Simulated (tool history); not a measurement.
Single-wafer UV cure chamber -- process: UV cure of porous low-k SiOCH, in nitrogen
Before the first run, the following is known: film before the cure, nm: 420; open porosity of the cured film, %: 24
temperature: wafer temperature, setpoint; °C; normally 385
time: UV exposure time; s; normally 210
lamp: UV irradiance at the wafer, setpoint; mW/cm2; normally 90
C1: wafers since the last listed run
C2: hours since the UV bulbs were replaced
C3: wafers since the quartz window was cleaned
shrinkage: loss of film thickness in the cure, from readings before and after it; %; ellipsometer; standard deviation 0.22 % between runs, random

{"run": 1, "hour": 0.0, "temperature": 385, "time": 145, "lamp": 90, "C1": 0, "C2": 1404.3, "C3": 2456, "shrinkage": 10.468}
{"hour": 21.6, "done": "UV bulbs replaced"}
{"run": 2, "hour": 42.7, "temperature": 385, "time": 145, "lamp": 90, "C1": 104, "C2": 21.1, "C3": 2560, "shrinkage": 10.943}
{"run": 3, "hour": 104.7, "temperature": 385, "time": 210, "lamp": 90, "C1": 185, "C2": 83.1, "C3": 2746, "shrinkage": 12.585}
{"run": 4, "hour": 150.3, "temperature": 385, "time": 210, "lamp": 90, "C1": 136, "C2": 128.7, "C3": 2883, "shrinkage": 12.575}
{"run": 5, "hour": 221.0, "temperature": 385, "time": 210, "lamp": 90, "C1": 211, "C2": 199.4, "C3": 3094, "shrinkage": 12.697}
{"run": 6, "hour": 322.3, "temperature": 385, "time": 210, "lamp": 90, "C1": 303, "C2": 300.7, "C3": 3398, "shrinkage": 12.212}
{"run": 7, "hour": 365.5, "temperature": 400, "time": 210, "lamp": 90, "C1": 129, "C2": 343.9, "C3": 3528, "shrinkage": 12.575}
{"run": 8, "hour": 445.7, "temperature": 400, "time": 210, "lamp": 90, "C1": 240, "C2": 424.1, "C3": 3768, "shrinkage": 12.958}
{"run": 9, "hour": 505.9, "temperature": 400, "time": 210, "lamp": 90, "C1": 180, "C2": 484.3, "C3": 3949, "shrinkage": 12.909}
{"run": 10, "hour": 611.4, "temperature": 391, "time": 295, "lamp": 90, "C1": 316, "C2": 589.8, "C3": 4265, "shrinkage": 14.741}
{"run": 11, "hour": 709.0, "temperature": 391, "time": 295, "lamp": 90, "C1": 292, "C2": 687.4, "C3": 4558, "shrinkage": 14.212}
{"run": 12, "hour": 777.4, "temperature": 391, "time": 295, "lamp": 90, "C1": 205, "C2": 755.8, "C3": 4763, "shrinkage": 14.88}
{"run": 13, "hour": 862.0, "temperature": 391, "time": 210, "lamp": 64, "C1": 253, "C2": 840.4, "C3": 5016, "shrinkage": 11.313}
{"run": 14, "hour": 957.9, "temperature": 391, "time": 210, "lamp": 64, "C1": 287, "C2": 936.3, "C3": 5304, "shrinkage": 11.016}
{"hour": 992.3, "done": "quartz window cleaned"}
{"run": 15, "hour": 1063.9, "temperature": 391, "time": 210, "lamp": 64, "C1": 293, "C2": 1042.3, "C3": 214, "shrinkage": 10.648}
{"run": 16, "hour": 1135.0, "temperature": 385, "time": 210, "lamp": 90, "C1": 213, "C2": 1113.4, "C3": 427, "shrinkage": 12.858}
{"run": 17, "hour": 1241.2, "temperature": 385, "time": 210, "lamp": 90, "C1": 318, "C2": 1219.6, "C3": 746, "shrinkage": 12.573}
{"run": 18, "hour": 1330.7, "temperature": 385, "time": 210, "lamp": 90, "C1": 268, "C2": 1309.1, "C3": 1014, "shrinkage": 12.722}
{"run": 19, "hour": 1425.7, "temperature": 385, "time": 210, "lamp": 90, "C1": 284, "C2": 1404.1, "C3": 1299, "shrinkage": 12.62}
{"run": 20, "hour": 1470.1, "temperature": 385, "time": 210, "lamp": 90, "C1": 133, "C2": 1448.5, "C3": 1432, "shrinkage": 12.778}
{"run": 21, "hour": 1535.6, "temperature": 385, "time": 210, "lamp": 90, "C1": 196, "C2": 1514.0, "C3": 1628, "shrinkage": 13.049}
{"run": 22, "hour": 1592.2, "temperature": 385, "time": 210, "lamp": 90, "C1": 169, "C2": 1570.6, "C3": 1798, "shrinkage": 12.916}
{"hour": 1604.8, "done": "UV bulbs replaced"}
{"run": 23, "hour": 1797.9, "temperature": 371, "time": 105, "lamp": 115, "C1": 592, "C2": 193.1, "C3": 2391, "shrinkage": 9.751}
{"run": 24, "hour": 1904.4, "temperature": 385, "time": 175, "lamp": 90, "C1": 319, "C2": 299.6, "C3": 2710, "shrinkage": 11.715}
{"run": 25, "hour": 1990.8, "temperature": 391, "time": 295, "lamp": 90, "C1": 259, "C2": 386.0, "C3": 2969, "shrinkage": 14.685}
{"run": 26, "hour": 2065.5, "temperature": 374, "time": 280, "lamp": 105, "C1": 223, "C2": 460.7, "C3": 3193, "shrinkage": 14.81}
{"run": 27, "hour": 2158.9, "temperature": 396, "time": 210, "lamp": 90, "C1": 280, "C2": 554.1, "C3": 3473, "shrinkage": 12.848}
{"run": 28, "hour": 2236.7, "temperature": 400, "time": 175, "lamp": 111, "C1": 233, "C2": 631.9, "C3": 3707, "shrinkage": 12.699}
{"run": 29, "hour": 2313.9, "temperature": 385, "time": 120, "lamp": 90, "C1": 231, "C2": 709.1, "C3": 3938, "shrinkage": 9.77}
{"run": 30, "hour": 2377.0, "temperature": 385, "time": 210, "lamp": 90, "C1": 189, "C2": 772.2, "C3": 4127, "shrinkage": 12.866}
{"run": 31, "hour": 2432.0, "temperature": 401, "time": 210, "lamp": 112, "C1": 164, "C2": 827.2, "C3": 4292, "shrinkage": 14.062}
{"run": 32, "hour": 2510.7, "temperature": 379, "time": 315, "lamp": 110, "C1": 235, "C2": 905.9, "C3": 4528, "shrinkage": 16.248}
{"run": 33, "hour": 2549.0, "temperature": 400, "time": 130, "lamp": 112, "C1": 114, "C2": 944.2, "C3": 4643, "shrinkage": 12.064}
{"hour": 2699.1, "done": "quartz window cleaned"}
{"run": 34, "hour": 2799.6, "temperature": 385, "time": 210, "lamp": 90, "C1": 727, "C2": 1194.8, "C3": 301, "shrinkage": 12.627}
{"run": 35, "hour": 2900.2, "temperature": 368, "time": 210, "lamp": 123, "C1": 301, "C2": 1295.4, "C3": 603, "shrinkage": 14.189}
{"run": 36, "hour": 2991.9, "temperature": 385, "time": 250, "lamp": 90, "C1": 274, "C2": 1387.1, "C3": 878, "shrinkage": 13.841}
{"hour": 3060.6, "done": "UV bulbs replaced"}
{"run": 37, "hour": 3091.3, "temperature": 391, "time": 210, "lamp": 64, "C1": 274, "C2": 30.7, "C3": 1152, "shrinkage": 10.989}
{"run": 38, "hour": 3139.4, "temperature": 393, "time": 100, "lamp": 66, "C1": 144, "C2": 78.8, "C3": 1296, "shrinkage": 7.503}
{"run": 39, "hour": 3195.1, "temperature": 385, "time": 210, "lamp": 90, "C1": 167, "C2": 134.5, "C3": 1463, "shrinkage": 12.77}
{"run": 40, "hour": 3284.4, "temperature": 391, "time": 275, "lamp": 119, "C1": 267, "C2": 223.8, "C3": 1731, "shrinkage": 15.699}
{"run": 41, "hour": 3369.6, "temperature": 375, "time": 175, "lamp": 122, "C1": 255, "C2": 309.0, "C3": 1986, "shrinkage": 13.025}
{"run": 42, "hour": 3426.4, "temperature": 385, "time": 85, "lamp": 54, "C1": 170, "C2": 365.8, "C3": 2156, "shrinkage": 5.764}
{"run": 43, "hour": 3476.4, "temperature": 385, "time": 145, "lamp": 90, "C1": 149, "C2": 415.8, "C3": 2306, "shrinkage": 11.156}
{"run": 44, "hour": 3531.0, "temperature": 367, "time": 210, "lamp": 90, "C1": 163, "C2": 470.4, "C3": 2470, "shrinkage": 12.442}

Consider 4 possible next runs. They are alternatives, not a sequence: every one starts from the tool as it was left by run 44. What does each give?
{"run": "A", "hour": 3531.5, "temperature": 372, "time": 210, "lamp": 90, "C1": 1, "C2": 470.9, "C3": 2471, "shrinkage": "?"}
{"run": "B", "hour": 3531.5, "temperature": 385, "time": 115, "lamp": 90, "C1": 1, "C2": 470.9, "C3": 2471, "shrinkage": "?"}
{"run": "C", "hour": 3531.5, "temperature": 385, "time": 320, "lamp": 106, "C1": 1, "C2": 470.9, "C3": 2471, "shrinkage": "?"}
{"run": "D", "hour": 3531.5, "temperature": 375, "time": 335, "lamp": 58, "C1": 1, "C2": 470.9, "C3": 2471, "shrinkage": "?"}

run=A shrinkage=12.168
run=B shrinkage=9.385
run=C shrinkage=15.600
run=D shrinkage=12.377
Take away the tool's hidden state, keep each run's random variation, and the runs would have read:
run=A shrinkage=12.168
run=B shrinkage=9.385
run=C shrinkage=15.600
run=D shrinkage=12.377

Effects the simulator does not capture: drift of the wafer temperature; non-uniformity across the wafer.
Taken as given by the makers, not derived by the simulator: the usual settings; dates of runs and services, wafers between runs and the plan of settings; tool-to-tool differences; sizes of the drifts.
